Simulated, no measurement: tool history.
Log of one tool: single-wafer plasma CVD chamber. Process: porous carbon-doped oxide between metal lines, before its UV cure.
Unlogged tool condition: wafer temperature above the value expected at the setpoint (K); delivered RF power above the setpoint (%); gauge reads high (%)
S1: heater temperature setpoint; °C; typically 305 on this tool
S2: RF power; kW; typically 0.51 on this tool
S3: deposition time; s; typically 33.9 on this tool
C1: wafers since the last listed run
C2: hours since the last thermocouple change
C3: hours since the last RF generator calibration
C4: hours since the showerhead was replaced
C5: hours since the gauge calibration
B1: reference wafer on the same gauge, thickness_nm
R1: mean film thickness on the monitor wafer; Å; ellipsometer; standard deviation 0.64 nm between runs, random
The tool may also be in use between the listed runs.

run 1 day=0 | S1=305 S2=0.51 S3=33.9 | C1=0 C2=1310.8 C3=613.6 C4=3328.8 C5=58 | B1=186.15 | R1=1695.7
run 2 day=8.946 | S1=305 S2=0.51 S3=33.9 | C1=6665 C2=1525.5 C3=828.3 C4=3543.5 C5=272.7 | B1=189.037 | R1=1702.83
run 3 day=11.783 | S1=305 S2=0.51 S3=33.9 | C1=2114 C2=1593.6 C3=896.4 C4=3611.6 C5=340.8 | B1=189.36 | R1=1713.27
run 4 day=14.646 | S1=305 S2=0.43 S3=32.4 | C1=2132 C2=1662.3 C3=965.1 C4=3680.3 C5=409.5 | B1=190.069 | R1=1465.53
-- day=15.204 showerhead replaced
-- day=17.596 RF generator calibrated
run 5 day=17.617 | S1=305 S2=0.43 S3=32.4 | C1=1716 C2=1733.6 C3=0.5 C4=57.9 C5=480.8 | B1=190.337 | R1=1462.4
-- day=19.804 thermocouple changed; heater temperature recalibrated
run 6 day=20.342 | S1=305 S2=0.51 S3=33.9 | C1=1782 C2=12.9 C3=65.9 C4=123.3 C5=546.2 | B1=190.512 | R1=1723.96
run 7 day=22.962 | S1=305 S2=0.51 S3=33.9 | C1=1952 C2=75.8 C3=128.8 C4=186.2 C5=609.1 | B1=190.826 | R1=1731.07
run 8 day=24.433 | S1=305 S2=0.51 S3=33.9 | C1=1095 C2=111.1 C3=164.1 C4=221.5 C5=644.4 | B1=190.758 | R1=1738.26
run 9 day=27.288 | S1=319 S2=0.51 S3=33.9 | C1=2126 C2=179.6 C3=232.6 C4=290 C5=712.9 | B1=190.993 | R1=1592.38
run 10 day=30.112 | S1=305 S2=0.51 S3=33.9 | C1=2104 C2=247.4 C3=300.4 C4=357.8 C5=780.7 | B1=191.21 | R1=1732
run 11 day=31.754 | S1=305 S2=0.555 S3=38.5 | C1=1223 C2=286.8 C3=339.8 C4=397.2 C5=820.1 | B1=191.379 | R1=2071.87
run 12 day=34.025 | S1=305 S2=0.51 S3=33.9 | C1=1692 C2=341.3 C3=394.3 C4=451.7 C5=874.6 | B1=191.456 | R1=1743.01
-- day=35.996 gauge calibrated
run 13 day=36.179 | S1=305 S2=0.61 S3=33.9 | C1=1605 C2=393 C3=446 C4=503.4 C5=4.4 | B1=184.279 | R1=1880.97
run 14 day=38.833 | S1=295 S2=0.51 S3=38.9 | C1=1977 C2=456.7 C3=509.7 C4=567.1 C5=68.1 | B1=185.597 | R1=2045.22
run 15 day=41.079 | S1=298 S2=0.51 S3=33.9 | C1=1673 C2=510.6 C3=563.6 C4=621 C5=122 | B1=186.266 | R1=1761.07
run 16 day=43.567 | S1=305 S2=0.415 S3=33.9 | C1=1853 C2=570.3 C3=623.3 C4=680.7 C5=181.7 | B1=187.256 | R1=1469.47
run 17 day=46.125 | S1=305 S2=0.51 S3=33.9 | C1=1906 C2=631.7 C3=684.7 C4=742.1 C5=243.1 | B1=188.068 | R1=1701.75

Run by run, hidden condition taken away, random variation retained:
run=1 R1=1686.11
run=2 R1=1667.95
run=3 R1=1673.15
run=4 R1=1427.74
run=5 R1=1421.8
run=6 R1=1673.59
run=7 R1=1678.51
run=8 R1=1684.53
run=9 R1=1541.72
run=10 R1=1675.63
run=11 R1=2003.71
run=12 R1=1684.93
run=13 R1=1888.57
run=14 R1=2039.89
run=15 R1=1748.33
run=16 R1=1452.58
run=17 R1=1676.06
